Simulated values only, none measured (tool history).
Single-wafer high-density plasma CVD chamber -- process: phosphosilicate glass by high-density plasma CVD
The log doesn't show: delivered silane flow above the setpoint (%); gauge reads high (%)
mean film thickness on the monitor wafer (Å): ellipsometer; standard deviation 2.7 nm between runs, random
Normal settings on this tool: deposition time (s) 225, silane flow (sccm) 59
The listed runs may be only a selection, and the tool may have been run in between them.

run	hour	deposition time (s)	silane flow (sccm)	wafers since the last listed run	hours since the silane flow controller was replaced	hours since the gauge calibration	read-back reference wafer on the same gauge, thickness_nm	mean film thickness on the monitor wafer (Å)
1	0.0	225	65	0	2199.5	599.5	1370.092	14026.96
2	64.4	225	65	377	2263.9	663.9	1370.214	14083.56
3	108.7	242	59	259	2308.2	708.2	1370.271	13717.40
4	176.0	242	59	394	2375.5	775.5	1370.177	13639.62
5	281.7	242	59	619	2481.2	881.2	1369.907	13704.65
6	381.0	225	59	582	2580.5	980.5	1369.970	12733.99
7	453.9	225	59	427	2653.4	1053.4	1371.104	12693.21
8	537.4	225	59	489	2736.9	1136.9	1370.741	12751.68
9	641.2	225	64	608	2840.7	1240.7	1369.793	13771.73
10	721.0	225	64	468	2920.5	1320.5	1370.568	13867.88
11	772.5	225	64	302	2972.0	1372.0	1369.719	13817.29
12	818.1	225	59	267	3017.6	1417.6	1369.939	12733.45
13	906.4	225	59	517	3105.9	1505.9	1369.835	12693.30
14	1120.3	258	59	1254	3319.8	1719.8	1369.255	14674.87
15	1157.6	258	59	218	3357.1	1757.1	1369.799	14652.04
16	1195.3	243	59	221	3394.8	1794.8	1369.533	13798.35
17	1303.1	225	54	632	3502.6	1902.6	1369.805	11684.40
18	1364.2	225	54	358	3563.7	1963.7	1369.907	11653.78
19	1441.7	225	59	454	3641.2	2041.2	1370.013	12723.96
20	1521.3	225	59	466	3720.8	2120.8	1369.769	12761.78
21	1578.5	225	59	335	3778.0	2178.0	1370.510	12713.97
22	1616.3	203	59	221	3815.8	2215.8	1370.138	11504.04
23	1688.4	225	59	422	3887.9	2287.9	1370.368	12763.41
# hour 1720.0: gauge calibrated
24	1773.3	194	51	497	3972.8	53.3	1369.682	9466.45
25	1842.9	244	59	408	4042.4	122.9	1369.236	13855.69
26	1922.1	225	59	464	4121.6	202.1	1370.399	12752.80
27	2012.2	196	53	528	4211.7	292.2	1369.501	10032.20
# hour 2210.1: silane flow controller replaced
28	2293.4	225	59	1602	83.3	573.4	1370.329	12502.66
29	2368.9	197	65	442	158.8	648.9	1370.130	12046.10
30	2449.6	200	59	473	239.5	729.6	1370.254	11100.96
31	2515.4	249	53	385	305.3	795.4	1371.323	12478.35
32	2600.5	225	51	499	390.4	880.5	1369.659	10849.29
33	2642.3	225	59	245	432.2	922.3	1369.885	12519.28
34	2686.9	203	55	261	476.8	966.9	1369.276	10531.30
35	2761.3	250	48	436	551.2	1041.3	1369.774	11362.09
36	2810.6	225	59	289	600.5	1090.6	1370.039	12573.68
37	2917.0	244	59	624	706.9	1197.0	1369.985	13661.52
38	2992.9	225	59	445	782.8	1272.9	1370.398	12605.73
39	3090.1	196	55	570	880.0	1370.1	1370.003	10180.00
40	3179.0	193	54	521	968.9	1459.0	1370.688	9872.08
41	3272.0	225	59	545	1061.9	1552.0	1370.097	12598.81
42	3331.0	225	59	346	1120.9	1611.0	1370.427	12564.61
43	3406.2	267	67	441	1196.1	1686.2	1370.186	16961.76
44	3453.2	268	47	275	1243.1	1733.2	1370.173	11940.95
45	3546.6	203	67	547	1336.5	1826.6	1369.869	12911.49

Results for each run, recomputed without the tool's hidden state and with each run's random variation untouched:
run	mean film thickness on the monitor wafer (Å)
1	13776.84
2	13829.76
3	13468.47
4	13389.58
5	13449.65
6	12493.98
7	12451.83
8	12506.86
9	13504.37
10	13596.49
11	13545.56
12	12481.98
13	12440.67
14	14377.84
15	14354.68
16	13517.57
17	11444.91
18	11414.00
19	12460.95
20	12496.79
21	12449.16
22	11263.95
23	12496.07
24	9267.36
25	13563.36
26	12482.81
27	9819.03
28	12506.64
29	12039.48
30	11085.08
31	12451.95
32	10817.19
33	12477.25
34	10491.60
35	11311.73
36	12512.65
37	13583.37
38	12526.28
39	10108.66
40	9796.90
41	12495.30
42	12456.83
43	16808.76
44	11830.07
45	12785.06
